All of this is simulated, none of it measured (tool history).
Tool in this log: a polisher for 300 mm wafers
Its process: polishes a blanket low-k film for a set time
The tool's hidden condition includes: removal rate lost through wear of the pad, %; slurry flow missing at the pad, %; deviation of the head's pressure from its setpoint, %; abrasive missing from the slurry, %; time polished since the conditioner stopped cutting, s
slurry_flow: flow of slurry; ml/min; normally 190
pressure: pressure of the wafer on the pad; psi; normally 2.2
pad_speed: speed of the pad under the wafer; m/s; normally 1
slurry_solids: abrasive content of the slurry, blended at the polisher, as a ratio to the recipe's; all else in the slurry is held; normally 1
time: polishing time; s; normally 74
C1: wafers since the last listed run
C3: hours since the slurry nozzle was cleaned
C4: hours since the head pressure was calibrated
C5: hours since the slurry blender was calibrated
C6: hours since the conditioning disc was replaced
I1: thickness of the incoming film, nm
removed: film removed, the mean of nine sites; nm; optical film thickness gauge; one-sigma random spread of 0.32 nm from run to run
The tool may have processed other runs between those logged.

run 1 hour=0 | slurry_flow=190 pressure=2.4 pad_speed=1 slurry_solids=1 time=74 | C1=0 wafers_polished_on_this_pad=236 C3=250.5 C4=1305.7 C5=268.5 C6=129.1 | I1=527.5 | removed=40.2
run 2 hour=11.3 | slurry_flow=190 pressure=2.4 pad_speed=1 slurry_solids=1 time=74 | C1=129 wafers_polished_on_this_pad=365 C3=261.8 C4=1317 C5=279.8 C6=140.4 | I1=531.3 | removed=39.9
run 3 hour=28.9 | slurry_flow=190 pressure=2.2 pad_speed=1 slurry_solids=1 time=74 | C1=201 wafers_polished_on_this_pad=566 C3=279.4 C4=1334.6 C5=297.4 C6=158 | I1=533.6 | removed=36.7
run 4 hour=36.6 | slurry_flow=190 pressure=2.2 pad_speed=1 slurry_solids=1 time=74 | C1=88 wafers_polished_on_this_pad=654 C3=287.1 C4=1342.3 C5=305.1 C6=165.7 | I1=519.2 | removed=36.9
run 5 hour=49.9 | slurry_flow=190 pressure=2.2 pad_speed=1 slurry_solids=1 time=74 | C1=152 wafers_polished_on_this_pad=806 C3=300.4 C4=1355.6 C5=318.4 C6=179 | I1=535.7 | removed=37
run 6 hour=67.7 | slurry_flow=190 pressure=2.2 pad_speed=1 slurry_solids=1 time=74 | C1=203 wafers_polished_on_this_pad=1010 C3=318.2 C4=1373.4 C5=336.2 C6=196.8 | I1=526.2 | removed=36.9
-- hour=78.9 head pressure recalibrated
-- hour=80.1 worn pad replaced by a new one
run 7 hour=84.6 | slurry_flow=190 pressure=2.2 pad_speed=1 slurry_solids=1 time=74 | C1=156 wafers_polished_on_this_pad=51 C3=335.1 C4=5.7 C5=353.1 C6=213.7 | I1=538.2 | removed=40.3
run 8 hour=94.1 | slurry_flow=190 pressure=2.2 pad_speed=1.24 slurry_solids=0.85 time=74 | C1=108 wafers_polished_on_this_pad=160 C3=344.6 C4=15.2 C5=362.6 C6=223.2 | I1=534.8 | removed=42
run 9 hour=102.6 | slurry_flow=190 pressure=2.2 pad_speed=1 slurry_solids=1 time=74 | C1=97 wafers_polished_on_this_pad=257 C3=353.1 C4=23.7 C5=371.1 C6=231.7 | I1=529 | removed=41.5
run 10 hour=110 | slurry_flow=190 pressure=2.2 pad_speed=1 slurry_solids=1 time=74 | C1=84 wafers_polished_on_this_pad=342 C3=360.5 C4=31.1 C5=378.5 C6=239.1 | I1=538.8 | removed=40.6
run 11 hour=119.5 | slurry_flow=240 pressure=2.2 pad_speed=0.88 slurry_solids=1 time=74 | C1=108 wafers_polished_on_this_pad=450 C3=370 C4=40.6 C5=388 C6=248.6 | I1=530.2 | removed=38.7
run 12 hour=128.6 | slurry_flow=165 pressure=2.2 pad_speed=1 slurry_solids=0.8 time=74 | C1=104 wafers_polished_on_this_pad=554 C3=379.1 C4=49.7 C5=397.1 C6=257.7 | I1=535.8 | removed=33.1
-- hour=135.4 slurry blender recalibrated
run 13 hour=136.8 | slurry_flow=245 pressure=1.5 pad_speed=0.88 slurry_solids=1 time=67 | C1=70 wafers_polished_on_this_pad=625 C3=387.3 C4=57.9 C5=1.4 C6=265.9 | I1=539.1 | removed=24.7
run 14 hour=151.7 | slurry_flow=130 pressure=2.2 pad_speed=0.7 slurry_solids=0.75 time=74 | C1=170 wafers_polished_on_this_pad=796 C3=402.2 C4=72.8 C5=16.3 C6=280.8 | I1=532.5 | removed=23.6
run 15 hour=157.7 | slurry_flow=135 pressure=2.2 pad_speed=1 slurry_solids=1 time=74 | C1=68 wafers_polished_on_this_pad=864 C3=408.2 C4=78.8 C5=22.3 C6=286.8 | I1=527.8 | removed=38.7
-- hour=167.7 slurry nozzle cleaned
-- hour=176.9 worn pad replaced by a new one
run 16 hour=177.4 | slurry_flow=190 pressure=2.2 pad_speed=1 slurry_solids=1 time=74 | C1=168 wafers_polished_on_this_pad=6 C3=9.7 C4=98.5 C5=42 C6=306.5 | I1=532.2 | removed=39.9
run 17 hour=202.4 | slurry_flow=230 pressure=2.2 pad_speed=1 slurry_solids=1 time=74 | C1=285 wafers_polished_on_this_pad=291 C3=34.7 C4=123.5 C5=67 C6=331.5 | I1=530.3 | removed=41.7
-- hour=210.1 conditioning disc replaced and pad reconditioned
run 18 hour=217.3 | slurry_flow=190 pressure=2.2 pad_speed=1 slurry_solids=1 time=74 | C1=147 wafers_polished_on_this_pad=439 C3=49.6 C4=138.4 C5=81.9 C6=7.2 | I1=531.6 | removed=40.7
run 19 hour=234.1 | slurry_flow=190 pressure=2.2 pad_speed=1.36 slurry_solids=1 time=58 | C1=192 wafers_polished_on_this_pad=631 C3=66.4 C4=155.2 C5=98.7 C6=24 | I1=536.1 | removed=39.1
run 20 hour=241.8 | slurry_flow=190 pressure=2.2 pad_speed=1 slurry_solids=1 time=74 | C1=88 wafers_polished_on_this_pad=719 C3=74.1 C4=162.9 C5=106.4 C6=31.7 | I1=531.8 | removed=40.4
run 21 hour=257.6 | slurry_flow=235 pressure=2.2 pad_speed=1 slurry_solids=1 time=85 | C1=180 wafers_polished_on_this_pad=900 C3=89.9 C4=178.7 C5=122.2 C6=47.5 | I1=524 | removed=47.9
-- hour=267.7 worn pad replaced by a new one
run 22 hour=275.2 | slurry_flow=190 pressure=1.8 pad_speed=1.1 slurry_solids=1 time=74 | C1=155 wafers_polished_on_this_pad=85 C3=107.5 C4=196.3 C5=139.8 C6=65.1 | I1=530.2 | removed=35.8
run 23 hour=292.6 | slurry_flow=190 pressure=2.2 pad_speed=1 slurry_solids=1 time=74 | C1=198 wafers_polished_on_this_pad=284 C3=124.9 C4=213.7 C5=157.2 C6=82.5 | I1=524.2 | removed=40.4
run 24 hour=300 | slurry_flow=190 pressure=2.2 pad_speed=1.1 slurry_solids=1 time=74 | C1=84 wafers_polished_on_this_pad=368 C3=132.3 C4=221.1 C5=164.6 C6=89.9 | I1=521.5 | removed=42.9
run 25 hour=313.2 | slurry_flow=175 pressure=1.8 pad_speed=0.82 slurry_solids=1 time=74 | C1=150 wafers_polished_on_this_pad=519 C3=145.5 C4=234.3 C5=177.8 C6=103.1 | I1=541.5 | removed=28.9
run 26 hour=329.1 | slurry_flow=150 pressure=2.2 pad_speed=1 slurry_solids=1 time=74 | C1=181 wafers_polished_on_this_pad=701 C3=161.4 C4=250.2 C5=193.7 C6=119 | I1=535.9 | removed=39.2

For some of the steps in removed from one run to the next: how much would appear even if the tool had no hidden state, given the settings, what came in and random variation, and how much remains for the hidden state plus any gauge scatter that the measured result and the result without hidden state don't share?
Run 2 -> 3: pressure 2.4 -> 2.2. removed -3.2 nm: hidden state +0.3, all else -3.5.
Run 6 -> 7: head pressure recalibrated, worn pad replaced by a new one. removed +3.4 nm: hidden state +4.2, all else -0.8.
Run 14 -> 15: slurry_flow 130 -> 135, pad_speed 0.7 -> 1, slurry_solids 0.75 -> 1. removed +15.1 nm: hidden state -0.2, all else +15.3.
Run 24 -> 25: slurry_flow 190 -> 175, pressure 2.2 -> 1.8, pad_speed 1.1 -> 0.82. removed -14 nm: hidden state +0.3, all else -14.3.
